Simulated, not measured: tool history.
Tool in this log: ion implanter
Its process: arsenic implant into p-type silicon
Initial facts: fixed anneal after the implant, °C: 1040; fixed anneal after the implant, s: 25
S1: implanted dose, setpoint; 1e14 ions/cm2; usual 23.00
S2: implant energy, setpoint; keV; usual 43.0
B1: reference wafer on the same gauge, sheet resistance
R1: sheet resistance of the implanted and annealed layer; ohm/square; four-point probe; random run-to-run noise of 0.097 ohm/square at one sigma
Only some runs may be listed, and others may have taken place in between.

Run 1, hour 0.0: usual settings; B1 73.87. Result: R1 60.96 ohm/square.
Run 2, hour 13.0: usual settings; B1 73.93. Result: R1 60.73 ohm/square.
Run 3, hour 28.4: usual settings; B1 73.91. Result: R1 60.88 ohm/square.
Run 4, hour 35.8: usual settings but S1 19.82 1e14 ions/cm2; B1 73.94. Result: R1 64.99 ohm/square.
Run 5, hour 52.8: usual settings but S1 19.82 1e14 ions/cm2; B1 73.89. Result: R1 65.14 ohm/square.
Run 6, hour 62.0: usual settings but S1 19.82 1e14 ions/cm2; B1 73.91. Result: R1 64.92 ohm/square.
Run 7, hour 75.5: usual settings; B1 73.91. Result: R1 60.76 ohm/square.
Run 8, hour 89.5: usual settings but S1 19.65 1e14 ions/cm2; B1 73.88. Result: R1 65.09 ohm/square.
Run 9, hour 106.7: usual settings but S2 37.0 keV; B1 73.89. Result: R1 63.53 ohm/square.
Run 10, hour 118.0: usual settings but S2 37.0 keV; B1 73.89. Result: R1 63.38 ohm/square.
At hour 131.9: Faraday cup replaced and dose calibrated.
Run 11, hour 148.6: usual settings but S2 37.0 keV; B1 73.89. Result: R1 65.13 ohm/square.
Run 12, hour 157.0: usual settings but S1 18.28 1e14 ions/cm2, S2 49.0 keV; B1 73.91. Result: R1 67.36 ohm/square.
Run 13, hour 171.8: usual settings but S1 18.28 1e14 ions/cm2, S2 49.0 keV; B1 73.93. Result: R1 67.51 ohm/square.
Run 14, hour 185.7: usual settings but S1 18.28 1e14 ions/cm2, S2 49.0 keV; B1 73.89. Result: R1 67.48 ohm/square.
Run 15, hour 201.8: usual settings; B1 73.91. Result: R1 62.17 ohm/square.
At hour 215.0: gauge calibrated.
Run 16, hour 215.6: usual settings; B1 73.93. Result: R1 62.20 ohm/square.
Run 17, hour 228.3: usual settings but S1 16.87 1e14 ions/cm2, S2 58.0 keV; B1 73.93. Result: R1 67.69 ohm/square.
At hour 276.2: extraction supply calibrated.
Run 18, hour 276.7: usual settings; B1 73.91. Result: R1 62.29 ohm/square.
Run 19, hour 277.8: usual settings but S2 48.5 keV; B1 73.87. Result: R1 59.97 ohm/square.
Run 20, hour 285.1: usual settings; B1 73.92. Result: R1 62.15 ohm/square.
Run 21, hour 302.7: usual settings but S1 17.70 1e14 ions/cm2, S2 35.0 keV; B1 73.88. Result: R1 74.64 ohm/square.
Run 22, hour 311.4: usual settings but S1 28.75 1e14 ions/cm2, S2 49.0 keV; B1 73.92. Result: R1 54.28 ohm/square.
Run 23, hour 320.5: usual settings but S1 16.14 1e14 ions/cm2; B1 73.89. Result: R1 74.81 ohm/square.
Run 24, hour 333.0: usual settings but S1 20.07 1e14 ions/cm2, S2 56.5 keV; B1 73.91. Result: R1 61.40 ohm/square.
Run 25, hour 341.3: usual settings but S2 55.5 keV; B1 73.89. Result: R1 57.50 ohm/square.
Run 26, hour 357.2: usual settings; B1 73.88. Result: R1 62.26 ohm/square.
Run 27, hour 365.7: usual settings but S1 28.99 1e14 ions/cm2, S2 35.5 keV; B1 73.90. Result: R1 60.46 ohm/square.
Run 28, hour 381.7: usual settings but S1 27.69 1e14 ions/cm2, S2 33.0 keV; B1 73.91. Result: R1 62.76 ohm/square.
Run 29, hour 398.6: usual settings; B1 73.90. Result: R1 62.30 ohm/square.
Run 30, hour 412.7: usual settings; B1 73.89. Result: R1 62.12 ohm/square.
Run 31, hour 425.0: usual settings but S1 18.54 1e14 ions/cm2, S2 48.0 keV; B1 73.92. Result: R1 67.12 ohm/square.
Run 32, hour 435.0: usual settings but S1 18.56 1e14 ions/cm2, S2 38.0 keV; B1 73.91. Result: R1 71.10 ohm/square.

Hidden state, per run?
deviation of the true energy from its setpoint, %: 0 on each run
gauge reads high (%): 0 on each run
H1: deviation of the true dose from the Faraday cup's reading, %
run        H1
  1      4.85
  2      4.95
  3      5.07
  4      5.13
  5      5.26
  6      5.34
  7      5.45
  8      5.56
  9       5.7
 10       5.8
 11    -0.161
 12    -0.159
 13    -0.156
 14    -0.151
 15    -0.144
 16    -0.137
 17    -0.129
 18   -0.0884
 19   -0.0873
 20   -0.0797
 21   -0.0598
 22   -0.0492
 23   -0.0375
 24   -0.0206
 25  -0.00868
 26    0.0154
 27     0.029
 28     0.056
 29    0.0864
 30     0.113
 31     0.138
 32     0.159

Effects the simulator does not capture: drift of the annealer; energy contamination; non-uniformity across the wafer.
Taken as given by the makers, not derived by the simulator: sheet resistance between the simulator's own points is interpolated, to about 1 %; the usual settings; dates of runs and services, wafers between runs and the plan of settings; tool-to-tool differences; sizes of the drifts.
